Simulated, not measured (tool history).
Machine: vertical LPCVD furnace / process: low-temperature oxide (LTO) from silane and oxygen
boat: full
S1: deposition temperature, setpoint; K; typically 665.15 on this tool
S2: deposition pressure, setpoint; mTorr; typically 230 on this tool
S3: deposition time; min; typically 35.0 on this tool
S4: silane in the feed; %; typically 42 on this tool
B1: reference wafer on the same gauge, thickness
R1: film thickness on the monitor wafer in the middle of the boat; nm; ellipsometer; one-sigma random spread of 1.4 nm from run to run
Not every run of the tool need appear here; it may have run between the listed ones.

run	day	S1	S2	S3	S4	B1	R1
1	0.000	665.15	230	35.0	42	304.73	356.23
2	2.296	665.15	230	35.0	42	305.04	358.09
3	4.029	671.15	230	35.0	36	304.91	313.90
4	5.408	671.15	230	35.0	36	305.10	313.52
5	6.721	671.15	230	35.0	36	304.96	315.10
6	8.558	665.15	230	35.0	39	305.02	326.11
7	9.600	665.15	230	35.0	39	305.03	326.44
8	11.142	658.15	230	35.0	38	305.31	290.66
9	12.975	658.15	230	35.0	38	305.10	290.24
10	15.896	658.15	230	35.0	38	304.75	291.38
11	18.788	665.15	195	35.0	42	304.93	299.40
12	21.075	665.15	205	24.0	42	304.62	217.87
13	22.433	665.15	205	24.0	42	304.77	218.38
# day 25.675: thermocouples replaced and temperature profile calibrated
14	25.696	665.15	230	44.0	42	305.12	449.66
# day 28.338: pressure gauge zeroed
15	28.358	654.15	230	21.5	42	305.00	193.34
16	30.575	665.15	230	35.0	42	305.19	355.30
# day 32.754: silane flow controller replaced
17	32.775	674.15	230	31.0	45	305.30	374.63
18	33.754	665.15	190	49.0	36	304.80	340.00
19	35.821	657.15	230	35.0	42	304.97	324.94
# day 36.683: gauge calibrated
20	37.112	657.15	230	35.0	45	305.10	352.59
21	39.912	665.15	230	35.0	42	304.89	355.93
22	42.238	671.15	190	35.0	42	305.01	315.19
23	44.575	670.15	230	35.0	42	304.98	378.95
24	47.204	665.15	230	35.0	42	305.11	356.82
25	50.262	665.15	175	35.0	42	304.85	270.52
26	51.458	665.15	230	35.0	36	304.86	294.43
27	52.854	665.15	275	35.0	38	305.08	375.84

Predict each of these 5 candidate next runs independently; none follows another, all start after run 27:
A	53.042	665.15	230	35.0	42	?	?
B	53.042	675.15	265	35.0	42	?	?
C	53.042	676.15	205	43.5	36	?	?
D	53.042	676.15	230	44.0	42	?	?
E	53.042	665.15	205	24.0	35	?	?

run	B1	R1
A	304.95	355.86
B	304.95	457.64
C	304.95	368.95
D	304.95	504.72
E	304.95	172.72
With no hidden state in the tool, these same runs would have given:
run	R1
A	355.86
B	457.64
C	368.95
D	504.72
E	172.72

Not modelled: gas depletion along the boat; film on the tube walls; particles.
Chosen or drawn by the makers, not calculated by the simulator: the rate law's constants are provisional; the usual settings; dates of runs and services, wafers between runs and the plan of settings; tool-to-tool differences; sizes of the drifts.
